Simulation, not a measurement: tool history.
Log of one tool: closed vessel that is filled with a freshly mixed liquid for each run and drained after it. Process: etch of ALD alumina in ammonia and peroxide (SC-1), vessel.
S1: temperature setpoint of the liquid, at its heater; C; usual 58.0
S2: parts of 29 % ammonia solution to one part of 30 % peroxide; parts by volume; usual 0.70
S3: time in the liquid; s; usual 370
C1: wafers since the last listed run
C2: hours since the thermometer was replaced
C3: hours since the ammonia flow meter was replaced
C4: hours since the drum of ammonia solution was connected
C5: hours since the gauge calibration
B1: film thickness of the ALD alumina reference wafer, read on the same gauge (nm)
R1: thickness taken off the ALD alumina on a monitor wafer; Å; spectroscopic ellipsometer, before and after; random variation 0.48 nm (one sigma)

Run 1, hour 0.0: usual settings but S3 320 s; C1 0; C2 720.5; C3 518.0; C4 368.4; C5 2094.9; B1 100.00. Result: R1 414.8 Å.
At hour 15.9: gauge calibrated.
Run 2, hour 65.4: usual settings but S3 320 s; C1 5651; C2 785.9; C3 583.4; C4 433.8; C5 49.5; B1 100.00. Result: R1 415.9 Å.
Run 3, hour 170.1: usual settings but S2 0.90 parts by volume, S3 310 s; C1 9047; C2 890.6; C3 688.1; C4 538.5; C5 154.2; B1 100.05. Result: R1 413.5 Å.
At hour 247.5: ammonia flow meter replaced.
Run 4, hour 265.0: usual settings but S2 0.90 parts by volume, S3 310 s; C1 8113; C2 985.5; C3 17.5; C4 633.4; C5 249.1; B1 99.99. Result: R1 418.0 Å.
Run 5, hour 301.7: usual settings but S3 525 s; C1 3171; C2 1022.2; C3 54.2; C4 670.1; C5 285.8; B1 99.99. Result: R1 686.9 Å.
Run 6, hour 361.8: usual settings but S1 64.0 C, S2 0.40 parts by volume; C1 5193; C2 1082.3; C3 114.3; C4 730.2; C5 345.9; B1 100.03. Result: R1 617.6 Å.
Run 7, hour 414.9: usual settings; C1 4588; C2 1135.4; C3 167.4; C4 783.3; C5 399.0; B1 100.00. Result: R1 476.2 Å.
Run 8, hour 492.6: usual settings; C1 6714; C2 1213.1; C3 245.1; C4 861.0; C5 476.7; B1 100.00. Result: R1 476.2 Å.
Run 9, hour 588.7: usual settings but S1 61.0 C, S2 0.55 parts by volume; C1 8304; C2 1309.2; C3 341.2; C4 957.1; C5 572.8; B1 99.98. Result: R1 537.6 Å.
Run 10, hour 654.3: usual settings but S1 51.5 C, S2 0.90 parts by volume, S3 160 s; C1 5668; C2 1374.8; C3 406.8; C4 1022.7; C5 638.4; B1 99.98. Result: R1 145.9 Å.
At hour 676.5: thermometer replaced.
Run 11, hour 727.4: usual settings but S2 0.35 parts by volume, S3 425 s; C1 6230; C2 50.9; C3 479.9; C4 1095.8; C5 711.5; B1 100.01. Result: R1 535.9 Å.
Run 12, hour 820.4: usual settings but S3 165 s; C1 8036; C2 143.9; C3 572.9; C4 1188.8; C5 804.5; B1 99.98. Result: R1 221.7 Å.
At hour 838.3: new drum of ammonia solution connected.
Run 13, hour 902.1: usual settings but S1 61.0 C, S2 0.40 parts by volume, S3 200 s; C1 6973; C2 225.6; C3 654.6; C4 63.8; C5 886.2; B1 100.06. Result: R1 301.3 Å.
Run 14, hour 994.4: usual settings but S1 60.5 C, S2 0.95 parts by volume; C1 7975; C2 317.9; C3 746.9; C4 156.1; C5 978.5; B1 99.98. Result: R1 574.9 Å.
Run 15, hour 1055.1: usual settings but S1 67.0 C, S2 0.40 parts by volume; C1 5245; C2 378.6; C3 807.6; C4 216.8; C5 1039.2; B1 100.00. Result: R1 737.4 Å.
At hour 1086.8: ammonia flow meter replaced.
Run 16, hour 1108.1: usual settings; C1 4493; C2 431.6; C3 21.3; C4 269.8; C5 1092.2; B1 99.97. Result: R1 487.5 Å.
Run 17, hour 1210.0: usual settings but S1 63.0 C; C1 8805; C2 533.5; C3 123.2; C4 371.7; C5 1194.1; B1 99.97. Result: R1 622.6 Å.
Run 18, hour 1257.1: usual settings but S3 320 s; C1 4069; C2 580.6; C3 170.3; C4 418.8; C5 1241.2; B1 100.02. Result: R1 420.5 Å.
Run 19, hour 1351.3: usual settings but S1 51.0 C; C1 8139; C2 674.8; C3 264.5; C4 513.0; C5 1335.4; B1 100.03. Result: R1 333.8 Å.
Run 20, hour 1396.7: usual settings but S1 50.0 C; C1 3923; C2 720.2; C3 309.9; C4 558.4; C5 1380.8; B1 99.95. Result: R1 307.1 Å.
Run 21, hour 1470.5: usual settings but S1 62.5 C, S2 0.95 parts by volume, S3 485 s; C1 6377; C2 794.0; C3 383.7; C4 632.2; C5 1454.6; B1 99.98. Result: R1 812.6 Å.
Run 22, hour 1574.0: usual settings but S3 280 s; C1 8943; C2 897.5; C3 487.2; C4 735.7; C5 1558.1; B1 100.02. Result: R1 361.5 Å.
Run 23, hour 1656.1: usual settings but S1 67.0 C, S3 310 s; C1 7094; C2 979.6; C3 569.3; C4 817.8; C5 1640.2; B1 100.01. Result: R1 644.3 Å.
Run 24, hour 1729.1: usual settings; C1 6307; C2 1052.6; C3 642.3; C4 890.8; C5 1713.2; B1 100.00. Result: R1 481.9 Å.
At hour 1781.5: ammonia flow meter replaced.
At hour 1798.3: new drum of ammonia solution connected.
Run 25, hour 1903.2: usual settings but S1 67.0 C; C1 14871; C2 1226.7; C3 121.7; C4 104.9; C5 1887.3; B1 99.97. Result: R1 741.4 Å.
Run 26, hour 1998.9: usual settings but S1 67.0 C, S2 0.40 parts by volume, S3 430 s; C1 8269; C2 1322.4; C3 217.4; C4 200.6; C5 1983.0; B1 99.98. Result: R1 824.4 Å.
At hour 2004.4: gauge calibrated.
Run 27, hour 2063.6: usual settings but S1 49.5 C; C1 5590; C2 1387.1; C3 282.1; C4 265.3; C5 59.2; B1 100.03. Result: R1 294.8 Å.
At hour 2110.9: thermometer replaced.
Run 28, hour 2137.5: usual settings but S2 0.85 parts by volume, S3 250 s; C1 6299; C2 26.6; C3 356.0; C4 339.2; C5 133.1; B1 99.99. Result: R1 344.2 Å.

Some steps in R1 between neighbouring runs. How much of each would the tool show without its hidden state too (settings, what came in, random variation), and how much is left for the hidden state, with any gauge scatter that isn't in both results?
The hidden state here: liquid colder than its thermometer reads (K); ammonia flow above the setpoint (%); ammonia solution weaker than its label (%); gauge reads high (%).
Run 9 -> 10: S1 61.0 -> 51.5, S2 0.55 -> 0.90, S3 370 -> 160. R1 -391.7 Å: hidden state +24.8, all else -416.5.
Run 20 -> 21: S1 50.0 -> 62.5, S2 0.70 -> 0.95, S3 370 -> 485. R1 +505.5 Å: hidden state -22.8, all else +528.3.
Run 26 -> 27: S1 67.0 -> 49.5, S2 0.40 -> 0.70, S3 430 -> 370, gauge calibrated. R1 -529.6 Å: hidden state +33.2, all else -562.8.

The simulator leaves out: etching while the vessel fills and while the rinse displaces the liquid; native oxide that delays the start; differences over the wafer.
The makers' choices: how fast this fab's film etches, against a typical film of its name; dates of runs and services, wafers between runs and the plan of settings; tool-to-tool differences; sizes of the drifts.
